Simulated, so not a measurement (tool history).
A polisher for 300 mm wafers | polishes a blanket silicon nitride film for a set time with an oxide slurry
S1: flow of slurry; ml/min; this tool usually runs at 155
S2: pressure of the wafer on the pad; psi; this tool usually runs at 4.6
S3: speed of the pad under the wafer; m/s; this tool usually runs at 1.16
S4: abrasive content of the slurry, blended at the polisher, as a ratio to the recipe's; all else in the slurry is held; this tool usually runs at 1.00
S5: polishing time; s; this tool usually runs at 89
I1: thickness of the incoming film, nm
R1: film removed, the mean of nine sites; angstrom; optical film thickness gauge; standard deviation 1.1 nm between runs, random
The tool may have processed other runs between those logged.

Run 1, hour 0.0: usual settings; I1 455.0. Result: R1 793 angstrom.
At hour 9.7: head pressure recalibrated.
Run 2, hour 39.4: usual settings; I1 451.3. Result: R1 814 angstrom.
Run 3, hour 141.9: usual settings; I1 443.7. Result: R1 809 angstrom.
Run 4, hour 208.4: usual settings; I1 454.5. Result: R1 794 angstrom.
At hour 222.7: conditioning disc replaced and pad reconditioned.
At hour 304.8: slurry nozzle cleaned.
Run 5, hour 340.6: usual settings; I1 450.4. Result: R1 826 angstrom.
At hour 353.8: slurry blender recalibrated.
Run 6, hour 382.8: usual settings but S3 1.32 m/s; I1 444.8. Result: R1 881 angstrom.
At hour 409.3: worn pad replaced by a new one.
Run 7, hour 462.5: usual settings but S3 1.32 m/s; I1 447.6. Result: R1 929 angstrom.
Run 8, hour 560.3: usual settings but S3 1.34 m/s; I1 447.9. Result: R1 892 angstrom.
Run 9, hour 659.9: usual settings; I1 457.0. Result: R1 812 angstrom.
At hour 784.6: conditioning disc replaced and pad reconditioned.
At hour 820.7: slurry blender recalibrated.
Run 10, hour 873.9: usual settings but S1 110 ml/min, S4 1.20; I1 439.7. Result: R1 896 angstrom.
At hour 912.4: worn pad replaced by a new one.
Run 11, hour 932.5: usual settings but S2 3.1 psi, S5 107 s; I1 448.2. Result: R1 660 angstrom.
At hour 1153.9: head pressure recalibrated.
At hour 1162.4: slurry nozzle cleaned.
Run 12, hour 1195.4: usual settings but S3 0.82 m/s, S4 1.30; I1 449.1. Result: R1 728 angstrom.
At hour 1274.6: slurry blender recalibrated.
Run 13, hour 1289.1: usual settings but S2 3.9 psi; I1 457.4. Result: R1 684 angstrom.
Run 14, hour 1340.9: usual settings but S2 6.0 psi; I1 448.2. Result: R1 1090 angstrom.
At hour 1352.1: conditioning disc replaced and pad reconditioned.
At hour 1435.2: worn pad replaced by a new one.
Run 15, hour 1439.4: usual settings but S4 1.10; I1 451.4. Result: R1 860 angstrom.
Run 16, hour 1479.6: usual settings; I1 448.0. Result: R1 805 angstrom.
Run 17, hour 1554.4: usual settings but S1 185 ml/min, S3 0.96 m/s, S4 1.20, S5 113 s; I1 448.5. Result: R1 1019 angstrom.
Run 18, hour 1632.9: usual settings; I1 453.7. Result: R1 790 angstrom.
Run 19, hour 1674.5: usual settings but S2 3.1 psi; I1 447.7. Result: R1 556 angstrom.
At hour 1741.4: slurry blender recalibrated.
Run 20, hour 1753.4: usual settings but S3 1.34 m/s; I1 450.9. Result: R1 914 angstrom.
Run 21, hour 1801.0: usual settings but S1 210 ml/min, S2 5.9 psi; I1 446.5. Result: R1 1068 angstrom.
At hour 1812.2: conditioning disc replaced and pad reconditioned.
Run 22, hour 1844.3: usual settings but S1 205 ml/min, S2 5.5 psi, S3 0.98 m/s, S4 1.30; I1 447.3. Result: R1 1005 angstrom.
Run 23, hour 1893.0: usual settings; I1 448.8. Result: R1 789 angstrom.
Run 24, hour 1987.9: usual settings but S3 0.88 m/s, S4 0.70, S5 104 s; I1 452.5. Result: R1 535 angstrom.

Consider 5 possible next runs. They are alternatives, not a sequence: every one starts from the tool as it was left by run 24. What does each give?
Run A, hour 1988.4: usual settings; I1 450.6. Result: R1 ?.
Run B, hour 1988.4: usual settings but S1 180 ml/min, S2 3.8 psi, S3 0.84 m/s; I1 450.6. Result: R1 ?.
Run C, hour 1988.4: usual settings but S2 3.2 psi, S4 1.25; I1 450.6. Result: R1 ?.
Run D, hour 1988.4: usual settings but S5 62 s; I1 450.6. Result: R1 ?.
Run E, hour 1988.4: usual settings but S1 105 ml/min, S2 3.6 psi, S3 1.50 m/s, S5 68 s; I1 450.6. Result: R1 ?.

run   R1
  A  801
  B  519
  C  639
  D  558
  E  565
What these runs would have given with no unlogged condition in the tool:
run   R1
  A  801
  B  519
  C  639
  D  558
  E  565
